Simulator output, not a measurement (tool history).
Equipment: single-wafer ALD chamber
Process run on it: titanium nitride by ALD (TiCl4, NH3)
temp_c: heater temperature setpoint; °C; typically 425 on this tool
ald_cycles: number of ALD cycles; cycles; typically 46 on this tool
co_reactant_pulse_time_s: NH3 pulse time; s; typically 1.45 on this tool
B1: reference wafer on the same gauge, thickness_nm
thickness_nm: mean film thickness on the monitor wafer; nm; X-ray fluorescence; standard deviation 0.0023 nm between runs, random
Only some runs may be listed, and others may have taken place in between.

run 1 day=0.000 | temp_c=425 ald_cycles=39 co_reactant_pulse_time_s=1.45 | B1=1.074 | thickness_nm=0.791
-- day=1.300 gauge calibrated
run 2 day=4.183 | temp_c=425 ald_cycles=39 co_reactant_pulse_time_s=1.45 | B1=1.042 | thickness_nm=0.771
run 3 day=8.083 | temp_c=425 ald_cycles=39 co_reactant_pulse_time_s=1.45 | B1=1.043 | thickness_nm=0.770
run 4 day=11.246 | temp_c=425 ald_cycles=46 co_reactant_pulse_time_s=1.13 | B1=1.043 | thickness_nm=0.902
run 5 day=13.429 | temp_c=425 ald_cycles=46 co_reactant_pulse_time_s=1.13 | B1=1.044 | thickness_nm=0.898
run 6 day=15.375 | temp_c=425 ald_cycles=46 co_reactant_pulse_time_s=1.45 | B1=1.044 | thickness_nm=0.908
run 7 day=17.817 | temp_c=425 ald_cycles=46 co_reactant_pulse_time_s=1.45 | B1=1.044 | thickness_nm=0.912
run 8 day=20.683 | temp_c=425 ald_cycles=46 co_reactant_pulse_time_s=1.45 | B1=1.045 | thickness_nm=0.911
run 9 day=25.254 | temp_c=425 ald_cycles=46 co_reactant_pulse_time_s=1.45 | B1=1.047 | thickness_nm=0.914
run 10 day=29.162 | temp_c=435 ald_cycles=46 co_reactant_pulse_time_s=1.45 | B1=1.049 | thickness_nm=0.912
run 11 day=32.304 | temp_c=435 ald_cycles=46 co_reactant_pulse_time_s=1.45 | B1=1.051 | thickness_nm=0.920
run 12 day=35.667 | temp_c=425 ald_cycles=39 co_reactant_pulse_time_s=1.45 | B1=1.053 | thickness_nm=0.777
run 13 day=39.054 | temp_c=425 ald_cycles=40 co_reactant_pulse_time_s=1.92 | B1=1.055 | thickness_nm=0.808
run 14 day=41.012 | temp_c=425 ald_cycles=46 co_reactant_pulse_time_s=1.45 | B1=1.057 | thickness_nm=0.922
run 15 day=43.971 | temp_c=413 ald_cycles=54 co_reactant_pulse_time_s=1.91 | B1=1.058 | thickness_nm=1.089
-- day=46.012 thermocouple changed; heater temperature recalibrated
-- day=54.121 showerhead replaced
run 16 day=56.154 | temp_c=433 ald_cycles=52 co_reactant_pulse_time_s=2.01 | B1=1.069 | thickness_nm=1.065
-- day=57.588 gauge calibrated
run 17 day=59.158 | temp_c=437 ald_cycles=54 co_reactant_pulse_time_s=1.45 | B1=1.047 | thickness_nm=1.071
run 18 day=61.188 | temp_c=425 ald_cycles=46 co_reactant_pulse_time_s=1.45 | B1=1.048 | thickness_nm=0.910
run 19 day=63.692 | temp_c=425 ald_cycles=46 co_reactant_pulse_time_s=1.45 | B1=1.047 | thickness_nm=0.913
run 20 day=67.012 | temp_c=416 ald_cycles=50 co_reactant_pulse_time_s=1.45 | B1=1.048 | thickness_nm=0.991
run 21 day=68.517 | temp_c=419 ald_cycles=53 co_reactant_pulse_time_s=1.14 | B1=1.048 | thickness_nm=1.040
run 22 day=70.462 | temp_c=418 ald_cycles=50 co_reactant_pulse_time_s=1.99 | B1=1.048 | thickness_nm=1.000
run 23 day=73.088 | temp_c=433 ald_cycles=46 co_reactant_pulse_time_s=1.45 | B1=1.050 | thickness_nm=0.918

Consider 4 possible next runs. They are alternatives, not a sequence: every one starts from the tool as it was left by run 23. What does each give?
run A day=73.108 | temp_c=425 ald_cycles=37 co_reactant_pulse_time_s=1.45 | B1=? | thickness_nm=?
run B day=73.108 | temp_c=425 ald_cycles=40 co_reactant_pulse_time_s=1.45 | B1=? | thickness_nm=?
run C day=73.108 | temp_c=425 ald_cycles=52 co_reactant_pulse_time_s=1.45 | B1=? | thickness_nm=?
run D day=73.108 | temp_c=415 ald_cycles=54 co_reactant_pulse_time_s=0.97 | B1=? | thickness_nm=?

run=A B1=1.050 thickness_nm=0.735
run=B B1=1.050 thickness_nm=0.795
run=C B1=1.050 thickness_nm=1.034
run=D B1=1.050 thickness_nm=1.044
With the hidden condition removed and each run's random variation left untouched, the same runs would have given:
run=A thickness_nm=0.734
run=B thickness_nm=0.794
run=C thickness_nm=1.032
run=D thickness_nm=1.042

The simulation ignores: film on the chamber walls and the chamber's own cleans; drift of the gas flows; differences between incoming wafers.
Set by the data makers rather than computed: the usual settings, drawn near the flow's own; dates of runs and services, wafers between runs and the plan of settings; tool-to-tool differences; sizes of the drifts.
